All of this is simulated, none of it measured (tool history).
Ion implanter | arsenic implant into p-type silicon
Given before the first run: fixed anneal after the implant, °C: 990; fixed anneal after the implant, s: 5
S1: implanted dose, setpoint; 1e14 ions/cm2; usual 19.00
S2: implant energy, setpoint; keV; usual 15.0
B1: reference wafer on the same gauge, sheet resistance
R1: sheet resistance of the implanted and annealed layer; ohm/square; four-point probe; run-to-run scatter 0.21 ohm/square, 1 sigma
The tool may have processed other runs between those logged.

run	day	S1	S2	B1	R1
1	0.000	20.52	18.0	154.91	129.73
2	4.083	19.00	15.0	154.86	142.61
3	5.746	19.00	15.0	154.95	142.23
4	10.217	19.00	15.0	155.08	142.18
5	12.012	19.00	15.0	155.13	142.38
6	15.538	19.00	15.0	153.35	140.68
7	19.567	19.00	15.0	153.77	141.21
8	23.800	19.00	15.0	153.96	141.29
9	26.712	17.09	15.0	154.21	143.10
10	28.458	19.00	15.0	154.23	141.52
11	31.521	14.15	16.5	154.48	141.71
12	33.712	21.69	11.0	154.58	157.92
13	37.258	15.94	17.5	154.66	136.12
14	41.246	23.11	19.0	154.74	124.78
15	44.675	14.46	13.5	154.87	153.87

Not shown: 3 entries that the log had between the listed runs. Between which runs, and how does the tool's hidden state differ before and after?
Between runs 5 and 6: gauge calibrated (day 13.875)
  gauge reads high (%): 1.32 -> 0.21
  the result without the hidden state subtracted from the measured one, R1: +1.87 -> +0.29 ohm/square
Between runs 6 and 7: extraction supply calibrated (day 18.129)
  gauge reads high (%): 0.21 -> 0.47
  the result without the hidden state subtracted from the measured one, R1: +0.29 -> +0.66 ohm/square
Between runs 8 and 9: Faraday cup replaced and dose calibrated (day 25.817)
  gauge reads high (%): 0.681 -> 0.796
  the result without the hidden state subtracted from the measured one, R1: +0.95 -> +1.13 ohm/square
